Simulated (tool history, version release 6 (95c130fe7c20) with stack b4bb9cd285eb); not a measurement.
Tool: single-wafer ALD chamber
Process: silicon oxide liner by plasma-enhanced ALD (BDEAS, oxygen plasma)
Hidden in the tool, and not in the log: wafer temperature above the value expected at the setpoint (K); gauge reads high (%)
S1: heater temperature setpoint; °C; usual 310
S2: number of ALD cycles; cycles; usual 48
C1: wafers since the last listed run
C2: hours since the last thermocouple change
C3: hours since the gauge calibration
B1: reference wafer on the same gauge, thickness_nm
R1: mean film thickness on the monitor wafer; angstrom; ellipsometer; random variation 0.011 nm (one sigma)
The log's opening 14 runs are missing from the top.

run	hour	S1	S2	C1	C2	C3	B1	R1
15	1011.8	310	48	354	2724.5	1245.9	4.639	43.24
16	1071.8	310	48	292	2784.5	1305.9	4.639	43.12
17	1205.8	316	56	654	2918.5	1439.9	4.639	49.85
18	1245.7	318	52	194	2958.4	1479.8	4.642	46.1
19	1329	310	48	406	3041.7	1563.1	4.64	43.11
# hour 1410.5: thermocouple changed; heater temperature recalibrated
20	1430.7	324	52	457	20.2	1664.8	4.641	45.9
21	1537.1	310	48	519	126.6	1771.2	4.64	43.44
22	1622.3	310	48	416	211.8	1856.4	4.641	43.35
23	1699.2	321	56	375	288.7	1933.3	4.638	49.56
# hour 1761.4: gauge calibrated
24	1765.9	310	48	325	355.4	4.5	4.639	43.21
25	1814.4	310	51	236	403.9	53	4.64	45.88
26	1865	323	41	247	454.5	103.6	4.642	36.1
27	1903.9	317	48	189	493.4	142.5	4.639	42.72
28	1955.8	318	53	253	545.3	194.4	4.641	47.02
29	2045.3	302	44	437	634.8	283.9	4.642	40.06
30	2152.2	306	43	522	741.7	390.8	4.638	39.13
31	2258.6	310	48	519	848.1	497.2	4.639	43.02
32	2304	310	48	221	893.5	542.6	4.642	43.23
33	2343.7	322	51	193	933.2	582.3	4.639	44.95

3 options for the next run, each taken on its own from the tool as it stands now. Forecast them:
A	2344.2	310	42	2	933.7	582.8	?	?
B	2344.2	310	43	2	933.7	582.8	?	?
C	2344.2	298	39	2	933.7	582.8	?	?

run	B1	R1
A	4.641	37.81
B	4.641	38.71
C	4.641	35.79
With the hidden condition removed and each run's random variation left untouched, the same runs would have given:
run	R1
A	38.05
B	38.96
C	36.32
